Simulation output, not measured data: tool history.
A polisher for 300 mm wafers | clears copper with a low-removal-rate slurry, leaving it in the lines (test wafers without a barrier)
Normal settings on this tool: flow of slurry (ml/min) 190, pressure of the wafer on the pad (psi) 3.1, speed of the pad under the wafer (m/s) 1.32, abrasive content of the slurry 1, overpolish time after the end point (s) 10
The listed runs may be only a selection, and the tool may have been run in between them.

| run | hour | flow of slurry (ml/min) | pressure of the wafer on the pad (psi) | speed of the pad under the wafer (m/s) | abrasive content of the slurry | overpolish time after the end point (s) | incoming thickness of the incoming film, nm | time until the end point was called (s) | dishing of a wide line in a test structure (angstrom) |
|---|---|---|---|---|---|---|---|---|---|
| 1 | 0 | 190 | 3.6 | 1.32 | 1 | 10 | 478.7 | 127.6 | 301 |
| 2 | 10.5 | 190 | 3.1 | 1.32 | 1 | 10 | 481.7 | 153.3 | 267 |
| 3 | 17.4 | 190 | 3.1 | 1.32 | 1 | 10 | 479.1 | 146.5 | 265 |
| 4 | 27.6 | 190 | 3.1 | 1.32 | 1 | 10 | 482.6 | 147.6 | 265 |
| 5 | 42.8 | 190 | 3.1 | 1.32 | 1 | 10 | 477.4 | 148.8 | 269 |
| 6 | 50.9 | 190 | 3.1 | 1.32 | 1.15 | 10 | 476.3 | 145.9 | 280 |
|  | 57.5 | slurry blender recalibrated |
| 7 | 66.6 | 190 | 3.1 | 1.32 | 1.15 | 10 | 476.4 | 143.7 | 275 |
|  | 70 | slurry nozzle cleaned |
| 8 | 78.7 | 190 | 3.9 | 1.32 | 1 | 10 | 477.2 | 120.1 | 330 |
| 9 | 85.8 | 190 | 3.1 | 1.58 | 0.75 | 15 | 480.5 | 132.7 | 403 |
|  | 92 | head pressure recalibrated |
|  | 92.4 | worn pad replaced by a new one |
| 10 | 97.9 | 190 | 3.1 | 1.32 | 1 | 10 | 490.3 | 156.1 | 265 |
| 11 | 112.1 | 215 | 4.1 | 1.72 | 1 | 12 | 481.3 | 87.7 | 496 |
| 12 | 126 | 190 | 3.1 | 1.1 | 1.1 | 10 | 483.5 | 170.1 | 241 |
| 13 | 142.6 | 190 | 3.6 | 0.92 | 1.1 | 8 | 474.1 | 176 | 190 |
| 14 | 149.8 | 190 | 3.1 | 1.32 | 1 | 10 | 478.4 | 151.8 | 267 |
| 15 | 157.6 | 215 | 4.1 | 0.94 | 0.75 | 10 | 475.7 | 160.1 | 245 |

Below are 5 alternative next runs, each starting from the tool's condition after run 15. Predict each:
| A | 158.1 | 190 | 3.1 | 1.32 | 1 | 10 | 479.3 | ? | ? |
| B | 158.1 | 245 | 3.5 | 1.64 | 1 | 13 | 479.3 | ? | ? |
| C | 158.1 | 190 | 3.1 | 1.32 | 1.2 | 10 | 479.3 | ? | ? |
| D | 158.1 | 190 | 3.1 | 1.02 | 1 | 12 | 479.3 | ? | ? |
| E | 158.1 | 190 | 3.1 | 1.62 | 1 | 10 | 479.3 | ? | ? |

| run | time until the end point was called (s) | dishing of a wide line in a test structure (angstrom) |
|---|---|---|
| A | 152.7 | 269 |
| B | 107.6 | 457 |
| C | 145.5 | 281 |
| D | 191.4 | 259 |
| E | 127.1 | 316 |
With the hidden condition removed and each run's random variation left untouched, the same runs would have given:
| run | time until the end point was called (s) | dishing of a wide line in a test structure (angstrom) |
|---|---|---|
| A | 152.7 | 269 |
| B | 107.6 | 457 |
| C | 145.5 | 281 |
| D | 191.4 | 259 |
| E | 127.1 | 316 |

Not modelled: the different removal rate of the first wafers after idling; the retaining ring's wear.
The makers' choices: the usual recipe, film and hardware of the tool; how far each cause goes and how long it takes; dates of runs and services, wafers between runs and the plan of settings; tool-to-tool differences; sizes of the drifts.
